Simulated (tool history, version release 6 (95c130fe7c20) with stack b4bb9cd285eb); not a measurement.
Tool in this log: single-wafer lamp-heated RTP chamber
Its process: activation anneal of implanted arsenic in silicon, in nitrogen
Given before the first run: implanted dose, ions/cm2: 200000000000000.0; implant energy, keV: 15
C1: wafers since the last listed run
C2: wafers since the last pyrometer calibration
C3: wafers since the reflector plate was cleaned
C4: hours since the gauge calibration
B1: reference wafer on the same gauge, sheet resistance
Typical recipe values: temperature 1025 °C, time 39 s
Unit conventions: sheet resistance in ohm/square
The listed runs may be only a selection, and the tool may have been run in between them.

run 1 hour=0.0 | temperature=1025 time=39 | C1=0 C2=2824 C3=2990 C4=142.8 | B1=398.97 | sheet_resistance=469.19
run 2 hour=35.1 | temperature=1025 time=39 | C1=521 C2=3346 C3=3511 C4=177.9 | B1=399.21 | sheet_resistance=466.91
run 3 hour=49.2 | temperature=1025 time=53 | C1=209 C2=3555 C3=3721 C4=192.0 | B1=399.93 | sheet_resistance=459.76
run 4 hour=80.9 | temperature=1019 time=39 | C1=471 C2=4026 C3=4192 C4=223.7 | B1=400.37 | sheet_resistance=471.66
run 5 hour=115.6 | temperature=1019 time=39 | C1=515 C2=4542 C3=4707 C4=258.4 | B1=400.95 | sheet_resistance=469.06
run 6 hour=136.3 | temperature=1025 time=39 | C1=307 C2=4850 C3=5015 C4=279.1 | B1=401.14 | sheet_resistance=470.26
run 7 hour=149.5 | temperature=1025 time=39 | C1=196 C2=5046 C3=5211 C4=292.3 | B1=401.67 | sheet_resistance=469.56
run 8 hour=171.0 | temperature=1025 time=39 | C1=319 C2=5365 C3=5531 C4=313.8 | B1=402.52 | sheet_resistance=470.65
run 9 hour=192.9 | temperature=1025 time=39 | C1=325 C2=5691 C3=5856 C4=335.7 | B1=401.25 | sheet_resistance=469.06
run 10 hour=228.5 | temperature=1025 time=39 | C1=529 C2=6220 C3=6385 C4=371.3 | B1=402.71 | sheet_resistance=468.62
-- hour=252.4 reflector plate cleaned
run 11 hour=252.9 | temperature=1025 time=39 | C1=243 C2=6464 C3=7 C4=395.7 | B1=403.28 | sheet_resistance=472.36
-- hour=281.3 pyrometer window cleaned and pyrometer calibrated
run 12 hour=281.8 | temperature=1025 time=39 | C1=310 C2=7 C3=318 C4=424.6 | B1=403.60 | sheet_resistance=471.45
run 13 hour=287.9 | temperature=1025 time=39 | C1=90 C2=98 C3=408 C4=430.7 | B1=403.66 | sheet_resistance=471.86
run 14 hour=309.9 | temperature=1025 time=39 | C1=326 C2=425 C3=735 C4=452.7 | B1=404.28 | sheet_resistance=469.74
run 15 hour=322.5 | temperature=1025 time=39 | C1=187 C2=612 C3=922 C4=465.3 | B1=404.36 | sheet_resistance=471.82
run 16 hour=350.3 | temperature=1025 time=39 | C1=413 C2=1025 C3=1336 C4=493.1 | B1=404.95 | sheet_resistance=470.43
run 17 hour=382.5 | temperature=1025 time=39 | C1=478 C2=1504 C3=1814 C4=525.3 | B1=405.11 | sheet_resistance=471.76
run 18 hour=396.2 | temperature=1025 time=39 | C1=203 C2=1707 C3=2018 C4=539.0 | B1=405.89 | sheet_resistance=474.89
run 19 hour=426.5 | temperature=1041 time=39 | C1=450 C2=2158 C3=2468 C4=569.3 | B1=406.02 | sheet_resistance=470.49
-- hour=443.6 gauge calibrated
run 20 hour=458.4 | temperature=1055 time=59 | C1=474 C2=2632 C3=2942 C4=14.8 | B1=396.95 | sheet_resistance=447.91
run 21 hour=488.6 | temperature=1035 time=39 | C1=448 C2=3080 C3=3391 C4=45.0 | B1=397.62 | sheet_resistance=463.54
run 22 hour=508.7 | temperature=1009 time=17 | C1=298 C2=3379 C3=3689 C4=65.1 | B1=398.38 | sheet_resistance=475.80
run 23 hour=532.4 | temperature=1019 time=39 | C1=352 C2=3731 C3=4042 C4=88.8 | B1=398.15 | sheet_resistance=466.82
run 24 hour=563.0 | temperature=1008 time=45 | C1=454 C2=4186 C3=4496 C4=119.4 | B1=398.66 | sheet_resistance=471.66
run 25 hour=582.6 | temperature=1025 time=39 | C1=291 C2=4477 C3=4788 C4=139.0 | B1=399.04 | sheet_resistance=466.26
run 26 hour=600.2 | temperature=1034 time=62 | C1=261 C2=4739 C3=5049 C4=156.6 | B1=399.68 | sheet_resistance=457.29
run 27 hour=633.6 | temperature=1025 time=48 | C1=496 C2=5235 C3=5546 C4=190.0 | B1=399.34 | sheet_resistance=463.00
run 28 hour=655.5 | temperature=1014 time=57 | C1=325 C2=5561 C3=5871 C4=211.9 | B1=400.79 | sheet_resistance=465.09
-- hour=711.8 reflector plate cleaned
-- hour=726.7 pyrometer window cleaned and pyrometer calibrated
run 29 hour=738.7 | temperature=1006 time=52 | C1=998 C2=178 C3=280 C4=295.1 | B1=401.60 | sheet_resistance=470.40
run 30 hour=757.8 | temperature=1009 time=53 | C1=283 C2=462 C3=564 C4=314.2 | B1=401.91 | sheet_resistance=471.70
run 31 hour=781.0 | temperature=1025 time=39 | C1=344 C2=807 C3=909 C4=337.4 | B1=402.12 | sheet_resistance=470.61
run 32 hour=810.5 | temperature=1034 time=49 | C1=438 C2=1245 C3=1347 C4=366.9 | B1=402.29 | sheet_resistance=464.63
run 33 hour=827.8 | temperature=1052 time=52 | C1=257 C2=1502 C3=1604 C4=384.2 | B1=403.72 | sheet_resistance=459.39
run 34 hour=908.2 | temperature=1009 time=39 | C1=1194 C2=2697 C3=2799 C4=464.6 | B1=404.03 | sheet_resistance=475.54
run 35 hour=932.2 | temperature=1040 time=53 | C1=356 C2=3054 C3=3156 C4=488.6 | B1=404.99 | sheet_resistance=462.55
run 36 hour=950.5 | temperature=1048 time=21 | C1=271 C2=3326 C3=3428 C4=506.9 | B1=405.49 | sheet_resistance=470.75
run 37 hour=971.4 | temperature=1025 time=30 | C1=310 C2=3636 C3=3738 C4=527.8 | B1=405.29 | sheet_resistance=475.51
-- hour=980.2 gauge calibrated
run 38 hour=1002.3 | temperature=1005 time=30 | C1=459 C2=4096 C3=4198 C4=22.1 | B1=395.53 | sheet_resistance=469.60

Each row is a separate what-if for the run after 38, all from the same tool condition, not one after another. Results?
run A hour=1002.7 | temperature=1025 time=28 | C1=5 C2=4102 C3=4203 C4=22.5 | B1=? | sheet_resistance=?
run B hour=1002.7 | temperature=1002 time=32 | C1=5 C2=4102 C3=4203 C4=22.5 | B1=? | sheet_resistance=?
run C hour=1002.7 | temperature=1010 time=55 | C1=5 C2=4102 C3=4203 C4=22.5 | B1=? | sheet_resistance=?

run=A B1=395.95 sheet_resistance=465.38
run=B B1=395.95 sheet_resistance=469.01
run=C B1=395.95 sheet_resistance=462.00
With the hidden condition removed and each run's random variation left untouched, the same runs would have given:
run=A sheet_resistance=465.76
run=B sheet_resistance=469.40
run=C sheet_resistance=462.37
